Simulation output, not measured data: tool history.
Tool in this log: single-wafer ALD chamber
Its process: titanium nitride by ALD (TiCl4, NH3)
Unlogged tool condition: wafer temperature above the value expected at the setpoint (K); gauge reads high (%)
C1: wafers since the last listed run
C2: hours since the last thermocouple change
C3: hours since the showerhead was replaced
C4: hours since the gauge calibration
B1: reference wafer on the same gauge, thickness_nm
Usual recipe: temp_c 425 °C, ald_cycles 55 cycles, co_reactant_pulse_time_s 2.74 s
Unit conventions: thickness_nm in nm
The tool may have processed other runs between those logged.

run 1 hour=0.0 | temp_c=425 ald_cycles=55 co_reactant_pulse_time_s=2.11 | C1=0 C2=1593.8 C3=7063.8 C4=318.7 | B1=1.025 | thickness_nm=1.241
run 2 hour=48.9 | temp_c=425 ald_cycles=55 co_reactant_pulse_time_s=2.74 | C1=149 C2=1642.7 C3=7112.7 C4=367.6 | B1=1.024 | thickness_nm=1.241
run 3 hour=95.1 | temp_c=425 ald_cycles=55 co_reactant_pulse_time_s=2.74 | C1=141 C2=1688.9 C3=7158.9 C4=413.8 | B1=1.025 | thickness_nm=1.243
run 4 hour=144.3 | temp_c=425 ald_cycles=55 co_reactant_pulse_time_s=2.74 | C1=150 C2=1738.1 C3=7208.1 C4=463.0 | B1=1.023 | thickness_nm=1.249
run 5 hour=203.5 | temp_c=425 ald_cycles=55 co_reactant_pulse_time_s=2.74 | C1=181 C2=1797.3 C3=7267.3 C4=522.2 | B1=1.023 | thickness_nm=1.244
run 6 hour=241.5 | temp_c=425 ald_cycles=55 co_reactant_pulse_time_s=2.74 | C1=116 C2=1835.3 C3=7305.3 C4=560.2 | B1=1.023 | thickness_nm=1.245
run 7 hour=290.8 | temp_c=425 ald_cycles=55 co_reactant_pulse_time_s=2.74 | C1=151 C2=1884.6 C3=7354.6 C4=609.5 | B1=1.022 | thickness_nm=1.238
run 8 hour=342.5 | temp_c=425 ald_cycles=55 co_reactant_pulse_time_s=2.74 | C1=158 C2=1936.3 C3=7406.3 C4=661.2 | B1=1.019 | thickness_nm=1.239
run 9 hour=372.0 | temp_c=425 ald_cycles=55 co_reactant_pulse_time_s=2.74 | C1=90 C2=1965.8 C3=7435.8 C4=690.7 | B1=1.021 | thickness_nm=1.236
-- hour=395.9 gauge calibrated
run 10 hour=403.9 | temp_c=425 ald_cycles=55 co_reactant_pulse_time_s=2.74 | C1=97 C2=1997.7 C3=7467.7 C4=8.0 | B1=1.028 | thickness_nm=1.251
run 11 hour=466.5 | temp_c=425 ald_cycles=55 co_reactant_pulse_time_s=2.74 | C1=191 C2=2060.3 C3=7530.3 C4=70.6 | B1=1.027 | thickness_nm=1.245
run 12 hour=504.1 | temp_c=425 ald_cycles=55 co_reactant_pulse_time_s=2.74 | C1=115 C2=2097.9 C3=7567.9 C4=108.2 | B1=1.027 | thickness_nm=1.248
run 13 hour=535.1 | temp_c=425 ald_cycles=49 co_reactant_pulse_time_s=2.74 | C1=95 C2=2128.9 C3=7598.9 C4=139.2 | B1=1.026 | thickness_nm=1.114
-- hour=594.7 showerhead replaced
run 14 hour=595.2 | temp_c=413 ald_cycles=55 co_reactant_pulse_time_s=1.92 | C1=159 C2=2189.0 C3=0.5 C4=199.3 | B1=1.024 | thickness_nm=1.236
run 15 hour=622.9 | temp_c=425 ald_cycles=55 co_reactant_pulse_time_s=2.74 | C1=84 C2=2216.7 C3=28.2 C4=227.0 | B1=1.025 | thickness_nm=1.244
run 16 hour=669.9 | temp_c=412 ald_cycles=50 co_reactant_pulse_time_s=2.02 | C1=144 C2=2263.7 C3=75.2 C4=274.0 | B1=1.025 | thickness_nm=1.124
-- hour=736.6 thermocouple changed; heater temperature recalibrated
run 17 hour=737.9 | temp_c=414 ald_cycles=52 co_reactant_pulse_time_s=2.22 | C1=183 C2=1.3 C3=143.2 C4=342.0 | B1=1.023 | thickness_nm=1.164
run 18 hour=785.1 | temp_c=411 ald_cycles=55 co_reactant_pulse_time_s=3.17 | C1=144 C2=48.5 C3=190.4 C4=389.2 | B1=1.024 | thickness_nm=1.236
run 19 hour=856.8 | temp_c=425 ald_cycles=59 co_reactant_pulse_time_s=3.77 | C1=219 C2=120.2 C3=262.1 C4=460.9 | B1=1.022 | thickness_nm=1.341
run 20 hour=905.3 | temp_c=425 ald_cycles=55 co_reactant_pulse_time_s=3.26 | C1=148 C2=168.7 C3=310.6 C4=509.4 | B1=1.022 | thickness_nm=1.246
run 21 hour=964.2 | temp_c=416 ald_cycles=50 co_reactant_pulse_time_s=2.24 | C1=180 C2=227.6 C3=369.5 C4=568.3 | B1=1.022 | thickness_nm=1.125
run 22 hour=1000.2 | temp_c=419 ald_cycles=55 co_reactant_pulse_time_s=1.89 | C1=110 C2=263.6 C3=405.5 C4=604.3 | B1=1.021 | thickness_nm=1.230
run 23 hour=1059.4 | temp_c=425 ald_cycles=55 co_reactant_pulse_time_s=3.31 | C1=181 C2=322.8 C3=464.7 C4=663.5 | B1=1.019 | thickness_nm=1.239
-- hour=1113.2 gauge calibrated
run 24 hour=1120.5 | temp_c=425 ald_cycles=55 co_reactant_pulse_time_s=2.74 | C1=187 C2=383.9 C3=525.8 C4=7.3 | B1=1.028 | thickness_nm=1.246

What if the next run were any one of these 5? Each begins from the tool's condition after run 24:
run A hour=1121.0 | temp_c=425 ald_cycles=55 co_reactant_pulse_time_s=2.74 | C1=1 C2=384.4 C3=526.3 C4=7.8 | B1=? | thickness_nm=?
run B hour=1121.0 | temp_c=439 ald_cycles=65 co_reactant_pulse_time_s=3.83 | C1=1 C2=384.4 C3=526.3 C4=7.8 | B1=? | thickness_nm=?
run C hour=1121.0 | temp_c=431 ald_cycles=66 co_reactant_pulse_time_s=2.74 | C1=1 C2=384.4 C3=526.3 C4=7.8 | B1=? | thickness_nm=?
run D hour=1121.0 | temp_c=425 ald_cycles=47 co_reactant_pulse_time_s=2.74 | C1=1 C2=384.4 C3=526.3 C4=7.8 | B1=? | thickness_nm=?
run E hour=1121.0 | temp_c=413 ald_cycles=55 co_reactant_pulse_time_s=3.62 | C1=1 C2=384.4 C3=526.3 C4=7.8 | B1=? | thickness_nm=?

run=A B1=1.029 thickness_nm=1.246
run=B B1=1.029 thickness_nm=1.476
run=C B1=1.029 thickness_nm=1.494
run=D B1=1.029 thickness_nm=1.065
run=E B1=1.029 thickness_nm=1.248
Take away the tool's hidden state, keep each run's random variation, and the runs would have read:
run=A thickness_nm=1.247
run=B thickness_nm=1.477
run=C thickness_nm=1.495
run=D thickness_nm=1.066
run=E thickness_nm=1.249

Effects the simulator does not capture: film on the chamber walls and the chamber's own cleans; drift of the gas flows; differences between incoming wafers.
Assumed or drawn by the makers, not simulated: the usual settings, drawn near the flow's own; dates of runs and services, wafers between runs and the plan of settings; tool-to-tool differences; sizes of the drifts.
